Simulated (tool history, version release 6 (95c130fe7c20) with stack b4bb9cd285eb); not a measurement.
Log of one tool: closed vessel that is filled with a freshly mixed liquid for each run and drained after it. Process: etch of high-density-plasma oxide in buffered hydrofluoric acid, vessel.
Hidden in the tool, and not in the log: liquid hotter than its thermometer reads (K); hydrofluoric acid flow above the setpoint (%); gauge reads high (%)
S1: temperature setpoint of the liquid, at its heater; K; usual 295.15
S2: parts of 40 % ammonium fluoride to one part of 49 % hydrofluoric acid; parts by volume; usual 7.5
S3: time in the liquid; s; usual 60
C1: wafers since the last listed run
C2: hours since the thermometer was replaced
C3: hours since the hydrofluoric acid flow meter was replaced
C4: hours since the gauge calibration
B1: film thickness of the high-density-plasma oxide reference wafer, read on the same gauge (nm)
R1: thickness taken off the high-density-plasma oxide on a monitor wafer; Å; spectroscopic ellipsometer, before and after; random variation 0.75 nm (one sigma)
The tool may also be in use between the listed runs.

run    hour      S1    S2  S3     C1      C2      C3      C4     B1      R1
  1       0  295.15     6  60      0  1929.4   287.9   412.9  59.99  1492.4
  2    79.1  295.15     6  60   7694  2008.5     367     492  59.98  1486.1
  3   182.5  295.15     6  60  10058  2111.9   470.4   595.4  60.01    1496
  4   228.7  299.15   9.5  60   4494  2158.1   516.6   641.6  60.01  1189.9
  5     306  299.15   9.5  60   7519  2235.4   593.9   718.9  59.99  1204.6
  6   404.7  299.15   9.5  60   9600  2334.1   692.6   817.6     60  1202.8
  7     469  295.15   7.5  60   6254  2398.4   756.9   881.9  60.01  1202.1
  8   554.8  295.15   7.5  60   8346  2484.2   842.7   967.7  60.03  1215.6
  9   656.1  295.15   7.5  60   9853  2585.5     944    1069  60.02    1222
 10   695.2  295.15   8.5  60   3803  2624.6   983.1  1108.1  60.02  1052.7
 11   757.7  295.15   8.5  60   6079  2687.1  1045.6  1170.6     60  1063.9
 12   842.5  295.15   6.5  60   8248  2771.9  1130.4  1255.4  60.01  1410.6
 13   891.9  295.15   7.5  60   4805  2821.3  1179.8  1304.8  60.01  1209.7
 14     928  295.15   7.5  60   3511  2857.4  1215.9  1340.9     60  1223.6
 15   991.9  295.15   7.5  30   6215  2921.3  1279.8  1404.8  59.97   610.9
      997.4  -- gauge calibrated
 16  1064.8  295.15   7.5  60   7091  2994.2  1352.7    67.4  60.01  1232.7
 17  1159.7  298.65    10  40   9231  3089.1  1447.6   162.3  60.02   758.3
     1203.1  -- thermometer replaced
     1209.7  -- hydrofluoric acid flow meter replaced
 18  1481.1  293.65   6.5  60  31069     278   271.4   483.7     60  1264.1
 19  1545.6  296.65     5  40   6274   342.5   335.9   548.2     60  1234.3
 20  1616.5  295.15   7.5  60   6896   413.4   406.8   619.1  60.01  1185.3
 21  1673.8  295.15     5  60   5573   470.7   464.1   676.4  59.99  1702.8
 22  1736.5  295.15     9  60   6099   533.4   526.8   739.1  59.99     987
 23  1834.6  295.15   7.5  60   9542   631.5   624.9   837.2  60.02  1194.7
 24  1919.3  298.15    10  60   8239   716.2   709.6   921.9     60  1075.1
 25  2189.9  291.15   5.5  35  26322   986.8   980.2  1192.5     60   744.9
 26  2283.3  295.15    10  45   9085  1080.2  1073.6  1285.9  59.99   694.1
 27  2342.5  297.15     9  90   5758  1139.4  1132.8  1345.1  59.98  1652.4
     2386.4  -- gauge calibrated
 28    2449  299.15   6.5  90  10359  1245.9  1239.3    62.6  59.99  2549.9
 29  2494.1  295.15    10  30   4387    1291  1284.4   107.7  60.01   462.8
 30  2599.3  297.65  10.5  60  10233  1396.2  1389.6   212.9     60  1005.9
       2623  -- hydrofluoric acid flow meter replaced
 31  2692.8  295.15   7.5  60   8997  1489.7    69.8   306.4     60    1197

Forecast each of these 4 alternatives for the next run:
  A  2693.5  295.15   10  60  68  1490.4  70.5  307.1   ?   ?
  B  2693.5  292.15  8.5  60  68  1490.4  70.5  307.1   ?   ?
  C  2693.5  298.15  8.5  60  68  1490.4  70.5  307.1   ?   ?
  D  2693.5  291.15  8.5  60  68  1490.4  70.5  307.1   ?   ?

run     B1      R1
  A  59.98   917.1
  B  59.98   882.4
  C  59.98  1228.2
  D  59.98     834
Without the tool's hidden state the same runs would have given:
run      R1
  A     903
  B   868.6
  C  1209.8
  D   820.8
